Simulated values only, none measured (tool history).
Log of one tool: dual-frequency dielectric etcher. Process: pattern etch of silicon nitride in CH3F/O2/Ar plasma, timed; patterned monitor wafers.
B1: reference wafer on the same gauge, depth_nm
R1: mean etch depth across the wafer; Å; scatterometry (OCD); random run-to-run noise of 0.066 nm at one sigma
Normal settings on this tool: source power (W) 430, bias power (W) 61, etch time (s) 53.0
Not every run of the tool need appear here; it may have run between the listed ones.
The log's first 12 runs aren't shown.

At hour 531.1: wet clean of the chamber.
Run 13, hour 531.6: usual settings; B1 35.79. Result: R1 341.3 Å.
Run 14, hour 548.8: usual settings but bias power (W) 69, etch time (s) 42.0; B1 35.81. Result: R1 280.0 Å.
At hour 572.1: gauge calibrated.
Run 15, hour 610.2: usual settings; B1 35.79. Result: R1 342.9 Å.
Run 16, hour 656.4: usual settings but source power (W) 340, bias power (W) 57; B1 35.81. Result: R1 312.2 Å.
Run 17, hour 691.9: usual settings but bias power (W) 53, etch time (s) 59.0; B1 35.78. Result: R1 370.1 Å.
At hour 721.1: source power generator calibrated.
Run 18, hour 744.8: usual settings but bias power (W) 46; B1 35.80. Result: R1 328.4 Å.
Run 19, hour 777.3: usual settings but bias power (W) 69, etch time (s) 59.5; B1 35.80. Result: R1 407.8 Å.
Run 20, hour 837.5: usual settings but etch time (s) 41.0; B1 35.80. Result: R1 271.7 Å.
Run 21, hour 907.8: usual settings but source power (W) 480, etch time (s) 57.5; B1 35.79. Result: R1 397.7 Å.
At hour 932.1: wet clean of the chamber.
Run 22, hour 947.8: usual settings but source power (W) 490, bias power (W) 75, etch time (s) 65.5; B1 35.81. Result: R1 474.0 Å.
Run 23, hour 976.2: usual settings but source power (W) 330, bias power (W) 73, etch time (s) 39.5; B1 35.79. Result: R1 248.4 Å.
Run 24, hour 1011.9: usual settings; B1 35.80. Result: R1 348.7 Å.
Run 25, hour 1077.1: usual settings but source power (W) 470, bias power (W) 66, etch time (s) 44.5; B1 35.81. Result: R1 308.8 Å.
Run 26, hour 1143.4: usual settings; B1 35.78. Result: R1 349.5 Å.
Run 27, hour 1200.7: usual settings; B1 35.77. Result: R1 350.5 Å.
Run 28, hour 1236.3: usual settings but bias power (W) 67; B1 35.79. Result: R1 359.3 Å.
At hour 1305.9: wet clean of the chamber.
Run 29, hour 1306.4: usual settings but source power (W) 540, bias power (W) 69, etch time (s) 63.5; B1 35.80. Result: R1 464.6 Å.
Run 30, hour 1366.6: usual settings but etch time (s) 44.0; B1 35.80. Result: R1 288.7 Å.

Forecast each of these 3 alternatives for the next run:
Run A, hour 1367.0: usual settings; B1 ?. Result: R1 ?.
Run B, hour 1367.0: usual settings but bias power (W) 69; B1 ?. Result: R1 ?.
Run C, hour 1367.0: usual settings but bias power (W) 56, etch time (s) 44.5; B1 ?. Result: R1 ?.

run     B1     R1
  A  35.80  347.6
  B  35.80  358.8
  C  35.80  285.8
Without the tool's hidden state the same runs would have given:
run     R1
  A  348.0
  B  359.2
  C  286.2
